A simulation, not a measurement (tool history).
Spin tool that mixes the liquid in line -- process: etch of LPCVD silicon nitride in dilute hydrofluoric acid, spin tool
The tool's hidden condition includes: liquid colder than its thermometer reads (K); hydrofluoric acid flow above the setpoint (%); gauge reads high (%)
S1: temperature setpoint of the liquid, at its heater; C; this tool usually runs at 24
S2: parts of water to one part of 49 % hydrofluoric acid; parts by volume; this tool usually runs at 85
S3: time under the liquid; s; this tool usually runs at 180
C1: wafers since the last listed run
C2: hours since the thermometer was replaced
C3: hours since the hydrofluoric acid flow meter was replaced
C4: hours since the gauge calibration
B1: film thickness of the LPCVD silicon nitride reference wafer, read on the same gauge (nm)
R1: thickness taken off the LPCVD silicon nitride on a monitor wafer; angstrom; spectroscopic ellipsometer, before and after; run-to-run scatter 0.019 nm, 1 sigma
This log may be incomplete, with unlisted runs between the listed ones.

run,hour,S1,S2,S3,C1,C2,C3,C4,B1,R1
1,0,21,65,180,0,1237.5,1860.3,70.7,39.941,11.18
2,13.4,21,65,180,78,1250.9,1873.7,84.1,39.987,11.02
3,24,27,85,180,61,1261.5,1884.3,94.7,39.957,12.57
4,42,27,85,180,104,1279.5,1902.3,112.7,39.979,13.15
5,52.3,24,85,180,60,1289.8,1912.6,123,40.012,10.49
6,63.1,24,85,180,62,1300.6,1923.4,133.8,40.032,10.75
7,71.5,24,85,180,48,1309,1931.8,142.2,40.057,10.6
8,86.6,24,85,180,88,1324.1,1946.9,157.3,39.978,10.61
9,97.5,24,85,180,63,1335,1957.8,168.2,39.957,10.56
10,136.2,24,85,180,225,1373.7,1996.5,206.9,39.992,10.52
11,148.1,24,85,180,69,1385.6,2008.4,218.8,39.98,10.67
# hour 162.7: thermometer replaced
12,163.2,24,85,180,82,0.5,2023.5,233.9,39.996,10.65
# hour 172: gauge calibrated
# hour 187.9: hydrofluoric acid flow meter replaced
13,204.1,24,85,180,232,41.4,16.2,32.1,39.969,10.81
14,212.6,21,100,265,49,49.9,24.7,40.6,40.046,10.71
15,218.9,24,85,180,36,56.2,31,46.9,39.988,10.6
16,236.6,24,85,180,103,73.9,48.7,64.6,40.011,10.68
17,244.4,25.5,70,265,45,81.7,56.5,72.4,40.004,20.57
18,253.3,28.5,105,180,51,90.6,65.4,81.3,40.006,11.38
19,263.1,24,85,180,57,100.4,75.2,91.1,40.006,10.21
20,278.9,26,65,180,92,116.2,91,106.9,39.988,15.36
21,291.7,24,105,180,74,129,103.8,119.7,40.007,8.7
22,299.1,20.5,95,180,43,136.4,111.2,127.1,39.979,7.23
23,314.1,24,110,105,87,151.4,126.2,142.1,39.962,4.71
24,329.8,19.5,55,180,91,167.1,141.9,157.8,40,11.88
25,347,26.5,60,120,100,184.3,159.1,175,39.991,11.54
26,362.5,24,85,180,90,199.8,174.6,190.5,39.979,10.86
27,369.5,22.5,70,145,40,206.8,181.6,197.5,39.971,9.27

List, for all runs, the conditions of the tool that the log does not record:
liquid colder than its thermometer reads (K): 0 at every run
hydrofluoric acid flow above the setpoint (%): 0 at every run
gauge reads high (%): 0 at every run
